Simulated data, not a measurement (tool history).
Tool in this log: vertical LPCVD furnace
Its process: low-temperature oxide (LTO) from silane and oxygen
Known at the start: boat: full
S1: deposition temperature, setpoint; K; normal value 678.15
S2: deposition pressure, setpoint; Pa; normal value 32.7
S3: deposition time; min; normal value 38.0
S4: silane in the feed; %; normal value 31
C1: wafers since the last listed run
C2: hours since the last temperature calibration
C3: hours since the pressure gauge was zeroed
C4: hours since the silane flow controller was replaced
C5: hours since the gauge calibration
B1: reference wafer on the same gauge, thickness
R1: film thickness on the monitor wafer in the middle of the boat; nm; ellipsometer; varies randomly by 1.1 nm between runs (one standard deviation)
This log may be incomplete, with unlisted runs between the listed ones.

Run 1, hour 0.0: usual settings; C1 0; C2 1621.4; C3 1716.5; C4 2007.4; C5 447.9; B1 229.71. Result: R1 262.57 nm.
Run 2, hour 17.2: usual settings; C1 263; C2 1638.6; C3 1733.7; C4 2024.6; C5 465.1; B1 229.85. Result: R1 261.68 nm.
Run 3, hour 41.9: usual settings; C1 379; C2 1663.3; C3 1758.4; C4 2049.3; C5 489.8; B1 229.96. Result: R1 262.41 nm.
Run 4, hour 55.5: usual settings; C1 208; C2 1676.9; C3 1772.0; C4 2062.9; C5 503.4; B1 229.92. Result: R1 264.95 nm.
Run 5, hour 69.9: usual settings; C1 221; C2 1691.3; C3 1786.4; C4 2077.3; C5 517.8; B1 229.85. Result: R1 261.66 nm.
Run 6, hour 85.9: usual settings but S1 672.15 K, S4 28 %; C1 245; C2 1707.3; C3 1802.4; C4 2093.3; C5 533.8; B1 230.10. Result: R1 211.33 nm.
Run 7, hour 116.9: usual settings but S1 672.15 K, S4 28 %; C1 475; C2 1738.3; C3 1833.4; C4 2124.3; C5 564.8; B1 230.09. Result: R1 211.33 nm.
Run 8, hour 131.7: usual settings but S1 672.15 K, S4 28 %; C1 227; C2 1753.1; C3 1848.2; C4 2139.1; C5 579.6; B1 229.63. Result: R1 212.49 nm.
Run 9, hour 157.7: usual settings but S3 49.5 min; C1 399; C2 1779.1; C3 1874.2; C4 2165.1; C5 605.6; B1 230.09. Result: R1 341.60 nm.
At hour 203.0: thermocouples replaced and temperature profile calibrated.
Run 10, hour 203.5: usual settings but S1 672.15 K, S2 24.7 Pa, S3 25.0 min, S4 26 %; C1 334; C2 0.5; C3 1920.0; C4 2210.9; C5 651.4; B1 230.07. Result: R1 88.69 nm.
Run 11, hour 207.9: usual settings but S1 682.15 K, S2 38.7 Pa; C1 67; C2 4.9; C3 1924.4; C4 2215.3; C5 655.8; B1 230.30. Result: R1 314.34 nm.
Run 12, hour 238.3: usual settings but S3 48.0 min, S4 26 %; C1 466; C2 35.3; C3 1954.8; C4 2245.7; C5 686.2; B1 230.12. Result: R1 244.61 nm.
Run 13, hour 311.4: usual settings; C1 1121; C2 108.4; C3 2027.9; C4 2318.8; C5 759.3; B1 230.02. Result: R1 252.35 nm.
At hour 341.3: gauge calibrated.
At hour 355.4: silane flow controller replaced.
Run 14, hour 355.9: usual settings; C1 314; C2 152.9; C3 2072.4; C4 0.5; C5 14.6; B1 229.58. Result: R1 250.91 nm.
Run 15, hour 360.3: usual settings but S1 669.15 K, S2 30.7 Pa; C1 67; C2 157.3; C3 2076.8; C4 4.9; C5 19.0; B1 230.05. Result: R1 210.22 nm.
Run 16, hour 364.7: usual settings but S1 671.15 K, S2 25.3 Pa, S3 46.5 min, S4 37 %; C1 67; C2 161.7; C3 2081.2; C4 9.3; C5 23.4; B1 229.98. Result: R1 276.82 nm.
Run 17, hour 376.7: usual settings but S1 667.15 K, S3 26.5 min; C1 184; C2 173.7; C3 2093.2; C4 21.3; C5 35.4; B1 230.55. Result: R1 153.80 nm.
Run 18, hour 407.2: usual settings but S1 686.15 K; C1 468; C2 204.2; C3 2123.7; C4 51.8; C5 65.9; B1 230.10. Result: R1 275.55 nm.
Run 19, hour 422.8: usual settings; C1 239; C2 219.8; C3 2139.3; C4 67.4; C5 81.5; B1 229.75. Result: R1 249.58 nm.
Run 20, hour 445.7: usual settings but S1 672.15 K, S2 24.7 Pa, S3 25.0 min, S4 26 %; C1 351; C2 242.7; C3 2162.2; C4 90.3; C5 104.4; B1 229.95. Result: R1 87.88 nm.
At hour 505.1: pressure gauge zeroed.
Run 21, hour 549.3: usual settings but S1 674.15 K; C1 1221; C2 346.3; C3 44.2; C4 193.9; C5 208.0; B1 229.87. Result: R1 247.85 nm.
Run 22, hour 584.8: usual settings but S2 36.0 Pa, S3 33.5 min, S4 29 %; C1 544; C2 381.8; C3 79.7; C4 229.4; C5 243.5; B1 230.24. Result: R1 229.52 nm.
Run 23, hour 613.7: usual settings; C1 443; C2 410.7; C3 108.6; C4 258.3; C5 272.4; B1 229.97. Result: R1 258.64 nm.
Run 24, hour 633.7: usual settings; C1 306; C2 430.7; C3 128.6; C4 278.3; C5 292.4; B1 230.11. Result: R1 260.48 nm.
Run 25, hour 657.0: usual settings but S1 668.15 K, S2 30.7 Pa, S3 30.0 min, S4 27 %; C1 357; C2 454.0; C3 151.9; C4 301.6; C5 315.7; B1 229.93. Result: R1 139.46 nm.
Run 26, hour 682.6: usual settings but S1 690.15 K; C1 392; C2 479.6; C3 177.5; C4 327.2; C5 341.3; B1 229.76. Result: R1 296.13 nm.
Run 27, hour 700.4: usual settings but S3 43.0 min, S4 35 %; C1 273; C2 497.4; C3 195.3; C4 345.0; C5 359.1; B1 229.87. Result: R1 347.13 nm.
Run 28, hour 734.8: usual settings but S1 682.15 K; C1 527; C2 531.8; C3 229.7; C4 379.4; C5 393.5; B1 229.85. Result: R1 268.95 nm.
Run 29, hour 767.0: usual settings but S2 29.3 Pa, S4 29 %; C1 494; C2 564.0; C3 261.9; C4 411.6; C5 425.7; B1 229.74. Result: R1 212.23 nm.
Run 30, hour 798.4: usual settings but S2 28.7 Pa, S4 33 %; C1 481; C2 595.4; C3 293.3; C4 443.0; C5 457.1; B1 230.04. Result: R1 248.70 nm.

Measured less the same run without the tool's hidden state. The same run-to-run variation is in both; the gauge's scatter may not be:
What the log doesn't record here: true tube temperature minus thermocouple reading, K; true pressure minus gauge reading, mTorr; deviation of the silane flow from its setpoint, %; gauge reads high (%).
run      R1
  1   +4.41
  2   +4.47
  3   +4.58
  4   +4.68
  5   +4.68
  6   +4.22
  7   +4.34
  8   +4.42
  9   +6.59
 10   -2.95
 11   -6.42
 12   -6.25
 13   -7.09
 14   -7.40
 15   -6.67
 16  -10.95
 17   -4.63
 18   -8.61
 19   -7.90
 20   -3.88
 21   +0.78
 22   +0.81
 23   +0.96
 24   +1.01
 25   +0.61
 26   +1.23
 27   +1.52
 28   +1.30
 29   +1.11
 30   +1.33
